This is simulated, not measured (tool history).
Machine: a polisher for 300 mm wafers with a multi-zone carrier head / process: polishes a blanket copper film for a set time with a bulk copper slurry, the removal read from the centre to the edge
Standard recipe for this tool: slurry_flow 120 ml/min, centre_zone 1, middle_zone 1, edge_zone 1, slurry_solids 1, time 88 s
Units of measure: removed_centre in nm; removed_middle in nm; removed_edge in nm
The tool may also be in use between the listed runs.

run   hour  slurry_flow  centre_zone  middle_zone  edge_zone  slurry_solids  time  wafers since the last listed run  wafers polished on this pad  hours since the slurry nozzle was cleaned  hours since the centre zone pressure was calibrated  hours since the edge zone pressure was calibrated  hours since the carrier head's membrane was replaced  incoming thickness of the incoming film, nm  removed_centre  removed_middle  removed_edge
  1      0          120            1            1          1              1    88                                 0                         4098                                       17.2                                                225.2                                              440.8                                                1176.3                                       4544.1           600.4             609         589.1
      36.2  -- edge zone pressure recalibrated
      36.5  -- worn pad replaced by a new one
  2   76.2          120            1            1       1.09              1    88                               850                          456                                       93.4                                                301.4                                                 40                                                1252.5                                       4561.8           598.3           615.1         622.4
  3  129.2          120            1            1       1.09              1    88                               610                         1066                                      146.4                                                354.4                                                 93                                                1305.5                                       4520.6           585.5           619.4         628.6
  4  181.1          120            1            1       1.09              1    88                               597                         1664                                      198.3                                                406.3                                              144.9                                                1357.4                                       4629.8           588.6           617.1         626.7
  5  269.6          105            1            1          1              1    88                              1018                         2683                                      286.8                                                494.8                                              233.4                                                1445.9                                       4445.9             572           582.6         598.8
  6  342.2          105            1            1          1              1    88                               835                         3518                                      359.4                                                567.4                                                306                                                1518.5                                       4550.6           546.2           579.1         585.6
     389.4  -- worn pad replaced by a new one
     565.3  -- edge zone pressure recalibrated
  7  587.4          120            1            1          1           0.85    88                              2753                         2256                                      604.6                                                812.6                                               22.1                                                1763.7                                       4532.6           542.8             545         560.4
  8  666.4          120            1            1          1              1    88                               909                         3166                                      683.6                                                891.6                                              101.1                                                1842.7                                       4597.9           542.6           560.9         558.2
     709.1  -- carrier head's membrane replaced by a new one
     763.1  -- worn pad replaced by a new one
  9  773.7          120         1.09         1.06       1.06              1    98                              1131                          121                                      790.9                                                998.9                                              208.4                                                  64.6                                       4543.4           605.7           627.6         629.1
 10  826.1          120            1            1       1.07              1   105                               603                          724                                      843.3                                               1051.3                                              260.8                                                   117                                       4506.2           600.3           620.3         673.2
     830.1  -- slurry nozzle cleaned
 11  926.5          120            1            1          1              1    99                              1144                         1869                                       96.4                                               1151.7                                              361.2                                                 217.4                                       4644.1           662.5           674.4         667.6

Forecast run 12:
 12  969.6          120            1          0.9       1.07              1    88                               496                         2365                                      139.5                                               1194.8                                              404.3                                                 260.5                                       4556.8               ?               ?             ?

{"run 12": {"removed_centre": 601, "removed_middle": 562.8, "removed_edge": 611.3}}
With the hidden condition absent and the run-to-run variation left alone, this run would have shown removed_centre 603.4 nm, removed_middle 564.7 nm, removed_edge 612.8 nm.

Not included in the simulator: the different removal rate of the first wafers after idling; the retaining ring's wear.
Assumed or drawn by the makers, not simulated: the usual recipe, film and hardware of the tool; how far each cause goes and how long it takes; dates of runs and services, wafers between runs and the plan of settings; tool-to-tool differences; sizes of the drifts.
